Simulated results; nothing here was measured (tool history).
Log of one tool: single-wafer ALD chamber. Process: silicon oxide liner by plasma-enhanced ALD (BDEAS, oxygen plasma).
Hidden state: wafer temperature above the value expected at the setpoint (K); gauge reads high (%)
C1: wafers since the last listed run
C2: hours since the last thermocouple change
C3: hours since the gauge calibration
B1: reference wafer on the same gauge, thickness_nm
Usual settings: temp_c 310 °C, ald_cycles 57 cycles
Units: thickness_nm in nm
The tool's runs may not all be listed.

run 1 hour=0 | temp_c=298 ald_cycles=49 | C1=0 C2=306 C3=1207.3 | B1=4.918 | thickness_nm=4.259
run 2 hour=68.5 | temp_c=298 ald_cycles=49 | C1=277 C2=374.5 C3=1275.8 | B1=4.921 | thickness_nm=4.277
run 3 hour=117.1 | temp_c=310 ald_cycles=57 | C1=196 C2=423.1 C3=1324.4 | B1=4.921 | thickness_nm=4.843
run 4 hour=162.8 | temp_c=310 ald_cycles=57 | C1=185 C2=468.8 C3=1370.1 | B1=4.918 | thickness_nm=4.832
run 5 hour=202.7 | temp_c=310 ald_cycles=57 | C1=161 C2=508.7 C3=1410 | B1=4.919 | thickness_nm=4.859
run 6 hour=235.8 | temp_c=310 ald_cycles=57 | C1=134 C2=541.8 C3=1443.1 | B1=4.92 | thickness_nm=4.856
run 7 hour=268.4 | temp_c=310 ald_cycles=57 | C1=132 C2=574.4 C3=1475.7 | B1=4.921 | thickness_nm=4.872
run 8 hour=309.5 | temp_c=310 ald_cycles=51 | C1=166 C2=615.5 C3=1516.8 | B1=4.918 | thickness_nm=4.323
run 9 hour=371.4 | temp_c=310 ald_cycles=51 | C1=250 C2=677.4 C3=1578.7 | B1=4.917 | thickness_nm=4.328
run 10 hour=415.6 | temp_c=310 ald_cycles=51 | C1=179 C2=721.6 C3=1622.9 | B1=4.919 | thickness_nm=4.331
run 11 hour=479 | temp_c=321 ald_cycles=57 | C1=256 C2=785 C3=1686.3 | B1=4.918 | thickness_nm=4.756
run 12 hour=539.3 | temp_c=321 ald_cycles=57 | C1=244 C2=845.3 C3=1746.6 | B1=4.919 | thickness_nm=4.771
run 13 hour=574 | temp_c=321 ald_cycles=57 | C1=140 C2=880 C3=1781.3 | B1=4.922 | thickness_nm=4.79
run 14 hour=607.2 | temp_c=310 ald_cycles=57 | C1=134 C2=913.2 C3=1814.5 | B1=4.918 | thickness_nm=4.85
run 15 hour=646.7 | temp_c=310 ald_cycles=57 | C1=160 C2=952.7 C3=1854 | B1=4.919 | thickness_nm=4.857
run 16 hour=690.9 | temp_c=310 ald_cycles=57 | C1=179 C2=996.9 C3=1898.2 | B1=4.923 | thickness_nm=4.864
run 17 hour=747.3 | temp_c=310 ald_cycles=66 | C1=228 C2=1053.3 C3=1954.6 | B1=4.918 | thickness_nm=5.624
run 18 hour=777.2 | temp_c=310 ald_cycles=66 | C1=121 C2=1083.2 C3=1984.5 | B1=4.919 | thickness_nm=5.636
run 19 hour=842 | temp_c=310 ald_cycles=57 | C1=262 C2=1148 C3=2049.3 | B1=4.92 | thickness_nm=4.855
run 20 hour=874.2 | temp_c=310 ald_cycles=57 | C1=130 C2=1180.2 C3=2081.5 | B1=4.92 | thickness_nm=4.83
run 21 hour=900.8 | temp_c=310 ald_cycles=57 | C1=107 C2=1206.8 C3=2108.1 | B1=4.921 | thickness_nm=4.859
run 22 hour=961.5 | temp_c=310 ald_cycles=57 | C1=245 C2=1267.5 C3=2168.8 | B1=4.918 | thickness_nm=4.872
run 23 hour=1028.8 | temp_c=310 ald_cycles=57 | C1=272 C2=1334.8 C3=2236.1 | B1=4.92 | thickness_nm=4.858
run 24 hour=1091.1 | temp_c=301 ald_cycles=50 | C1=252 C2=1397.1 C3=2298.4 | B1=4.918 | thickness_nm=4.361
run 25 hour=1131.5 | temp_c=310 ald_cycles=57 | C1=163 C2=1437.5 C3=2338.8 | B1=4.919 | thickness_nm=4.881
run 26 hour=1175.1 | temp_c=299 ald_cycles=50 | C1=176 C2=1481.1 C3=2382.4 | B1=4.92 | thickness_nm=4.388
-- hour=1190.8 gauge calibrated
run 27 hour=1224 | temp_c=319 ald_cycles=47 | C1=198 C2=1530 C3=33.2 | B1=4.916 | thickness_nm=3.972
run 28 hour=1283 | temp_c=302 ald_cycles=57 | C1=239 C2=1589 C3=92.2 | B1=4.919 | thickness_nm=4.948
run 29 hour=1320.9 | temp_c=295 ald_cycles=61 | C1=153 C2=1626.9 C3=130.1 | B1=4.923 | thickness_nm=5.452
run 30 hour=1366.4 | temp_c=310 ald_cycles=61 | C1=184 C2=1672.4 C3=175.6 | B1=4.92 | thickness_nm=5.209

The next listed run, before its measurement:
-- hour=1407.4 thermocouple changed; heater temperature recalibrated
run 31 hour=1433.4 | temp_c=306 ald_cycles=57 | C1=239 C2=26 C3=242.6 | B1=? | thickness_nm=?

Run 31 gave B1 4.922, thickness_nm 4.851 nm.
Without the tool's hidden state the same run would have given thickness_nm 4.852 nm.
